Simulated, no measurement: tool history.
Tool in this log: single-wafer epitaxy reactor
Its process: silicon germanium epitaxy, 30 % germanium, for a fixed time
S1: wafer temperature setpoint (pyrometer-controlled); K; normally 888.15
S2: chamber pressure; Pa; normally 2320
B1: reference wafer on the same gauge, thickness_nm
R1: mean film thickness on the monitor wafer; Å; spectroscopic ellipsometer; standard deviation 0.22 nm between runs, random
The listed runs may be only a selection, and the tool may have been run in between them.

run,hour,S1,S2,B1,R1
1,0,888.15,2320,55.537,729.12
2,15.9,888.15,2320,55.486,728
3,27.9,888.15,2320,55.48,731.37
4,37.6,888.15,2320,55.485,730.42
5,44.4,888.15,2320,55.491,730.05
6,59.3,888.15,2320,55.483,728.5
7,66.9,899.15,1867,55.485,784.1
8,79.8,899.15,1867,55.496,780.19
9,86.5,899.15,1867,55.518,779.55
# hour 97.6: pyrometer calibrated
10,98.1,888.15,2320,55.466,667.11
11,112.7,888.15,2320,55.485,668.58
# hour 123.6: showerhead replaced
12,130.1,888.15,2320,55.5,670.45
13,145.8,876.15,2320,55.453,556.38
14,160.1,897.15,1986,55.496,714.95
15,176.8,893.15,1907,55.485,663.98
# hour 186.8: capacitance manometer re-zeroed and calibrated
16,191,888.15,2320,55.478,673.19
17,203.3,877.15,1760,55.482,500.05
18,210.1,897.15,1893,55.474,702.8
19,218,878.15,2786,55.514,630.81
20,231.3,888.15,2320,55.492,678.7
# hour 243.5: gauge calibrated
21,247.3,893.15,2626,55.489,774.86
22,260.1,873.15,2626,55.5,567.79
23,275.9,899.15,1907,55.487,735.66
24,289.1,888.15,2320,55.445,683.24
25,303.6,888.15,2320,55.493,683.63

What does the tool deliver on the next run?
26,315.8,888.15,2320,?,?

Logged for run 26: B1 55.523, R1 685.85 Å.
Had the tool carried no hidden state, the very same run would have given R1 665.58 Å.
